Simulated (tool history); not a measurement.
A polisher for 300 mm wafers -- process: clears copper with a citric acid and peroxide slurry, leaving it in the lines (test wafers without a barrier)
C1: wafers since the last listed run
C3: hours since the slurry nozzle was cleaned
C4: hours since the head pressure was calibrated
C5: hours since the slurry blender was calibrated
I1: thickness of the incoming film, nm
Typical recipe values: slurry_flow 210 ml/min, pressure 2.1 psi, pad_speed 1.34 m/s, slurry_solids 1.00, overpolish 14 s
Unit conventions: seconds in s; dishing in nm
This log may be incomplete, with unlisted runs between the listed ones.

Run 1, hour 0.0: usual settings; C1 0; wafers polished on this pad 409; C3 54.4; C4 276.1; C5 539.1; I1 344.9. Result: seconds 132.1 s, dishing 21.0 nm.
At hour 15.2: slurry blender recalibrated.
Run 2, hour 61.0: usual settings; C1 307; wafers polished on this pad 717; C3 115.4; C4 337.1; C5 45.8; I1 345.1. Result: seconds 129.1 s, dishing 21.4 nm.
Run 3, hour 154.6: usual settings; C1 488; wafers polished on this pad 1205; C3 209.0; C4 430.7; C5 139.4; I1 347.8. Result: seconds 129.3 s, dishing 21.0 nm.
Run 4, hour 252.4: usual settings; C1 510; wafers polished on this pad 1715; C3 306.8; C4 528.5; C5 237.2; I1 343.6. Result: seconds 128.2 s, dishing 21.5 nm.
Run 5, hour 314.7: usual settings but slurry_flow 230 ml/min; C1 324; wafers polished on this pad 2040; C3 369.1; C4 590.8; C5 299.5; I1 342.5. Result: seconds 122.8 s, dishing 21.4 nm.
Run 6, hour 375.0: usual settings but slurry_flow 230 ml/min; C1 314; wafers polished on this pad 2355; C3 429.4; C4 651.1; C5 359.8; I1 349.2. Result: seconds 125.7 s, dishing 21.6 nm.
At hour 400.9: head pressure recalibrated.
Run 7, hour 444.9: usual settings; C1 354; wafers polished on this pad 2709; C3 499.3; C4 44.0; C5 429.7; I1 349.8. Result: seconds 142.0 s, dishing 19.5 nm.
At hour 546.8: worn pad replaced by a new one.
Run 8, hour 549.2: usual settings; C1 523; wafers polished on this pad 12; C3 603.6; C4 148.3; C5 534.0; I1 343.1. Result: seconds 136.2 s, dishing 20.9 nm.
At hour 604.1: slurry nozzle cleaned.
Run 9, hour 657.1: usual settings; C1 557; wafers polished on this pad 569; C3 53.0; C4 256.2; C5 641.9; I1 348.3. Result: seconds 139.2 s, dishing 20.4 nm.
At hour 708.8: slurry blender recalibrated.
Run 10, hour 749.5: usual settings but slurry_solids 1.15; C1 471; wafers polished on this pad 1041; C3 145.4; C4 348.6; C5 40.7; I1 346.5. Result: seconds 126.7 s, dishing 21.4 nm.
Run 11, hour 835.7: usual settings but slurry_flow 180 ml/min, overpolish 9 s; C1 449; wafers polished on this pad 1490; C3 231.6; C4 434.8; C5 126.9; I1 347.9. Result: seconds 135.0 s, dishing 14.5 nm.
Run 12, hour 940.3: usual settings but slurry_flow 165 ml/min, slurry_solids 1.25, overpolish 7 s; C1 545; wafers polished on this pad 2036; C3 336.2; C4 539.4; C5 231.5; I1 349.0. Result: seconds 129.8 s, dishing 12.5 nm.
Run 13, hour 977.6: usual settings; C1 194; wafers polished on this pad 2230; C3 373.5; C4 576.7; C5 268.8; I1 348.3. Result: seconds 132.6 s, dishing 20.9 nm.
At hour 985.6: head pressure recalibrated.
Run 14, hour 1057.9: usual settings but slurry_flow 140 ml/min, pad_speed 0.92 m/s, overpolish 19 s; C1 408; wafers polished on this pad 2639; C3 453.8; C4 72.3; C5 349.1; I1 347.3. Result: seconds 216.1 s, dishing 18.5 nm.
Run 15, hour 1108.0: usual settings; C1 261; wafers polished on this pad 2900; C3 503.9; C4 122.4; C5 399.2; I1 347.2. Result: seconds 140.3 s, dishing 19.9 nm.
At hour 1115.6: worn pad replaced by a new one.
At hour 1183.3: slurry nozzle cleaned.
At hour 1364.6: slurry blender recalibrated.
Run 16, hour 1388.9: usual settings but slurry_flow 250 ml/min, pressure 2.3 psi, overpolish 22 s; C1 1428; wafers polished on this pad 1409; C3 205.6; C4 403.3; C5 24.3; I1 342.6. Result: seconds 117.8 s, dishing 28.3 nm.
Run 17, hour 1488.9: usual settings but slurry_flow 255 ml/min, pad_speed 1.72 m/s, slurry_solids 1.25; C1 521; wafers polished on this pad 1930; C3 305.6; C4 503.3; C5 124.3; I1 344.0. Result: seconds 94.4 s, dishing 25.7 nm.
At hour 1534.4: head pressure recalibrated.
Run 18, hour 1583.6: usual settings; C1 483; wafers polished on this pad 2414; C3 400.3; C4 49.2; C5 219.0; I1 346.6. Result: seconds 138.6 s, dishing 20.1 nm.
Run 19, hour 1634.0: usual settings but pad_speed 0.90 m/s, slurry_solids 1.25, overpolish 12 s; C1 262; wafers polished on this pad 2677; C3 450.7; C4 99.6; C5 269.4; I1 342.6. Result: seconds 189.5 s, dishing 13.9 nm.
Run 20, hour 1694.8: usual settings; C1 317; wafers polished on this pad 2994; C3 511.5; C4 160.4; C5 330.2; I1 343.1. Result: seconds 136.0 s, dishing 20.8 nm.
At hour 1771.6: worn pad replaced by a new one.
Run 21, hour 1772.5: usual settings; C1 384; wafers polished on this pad 4; C3 589.2; C4 238.1; C5 407.9; I1 347.7. Result: seconds 136.1 s, dishing 20.6 nm.
Run 22, hour 1840.2: usual settings; C1 353; wafers polished on this pad 357; C3 656.9; C4 305.8; C5 475.6; I1 342.4. Result: seconds 133.6 s, dishing 20.4 nm.

Estimate the outcome of run 23 from the log above:
At hour 1854.7: slurry nozzle cleaned.
Run 23, hour 1884.9: usual settings but pressure 1.7 psi, slurry_solids 1.15; C1 227; wafers polished on this pad 585; C3 30.2; C4 350.5; C5 520.3; I1 345.6. Result: seconds ?, dishing ?.

Run 23 measured seconds 150.4 s, dishing 19.0 nm.
With the hidden condition absent and the run-to-run variation left alone, this run would have shown seconds 157.3 s, dishing 18.3 nm.

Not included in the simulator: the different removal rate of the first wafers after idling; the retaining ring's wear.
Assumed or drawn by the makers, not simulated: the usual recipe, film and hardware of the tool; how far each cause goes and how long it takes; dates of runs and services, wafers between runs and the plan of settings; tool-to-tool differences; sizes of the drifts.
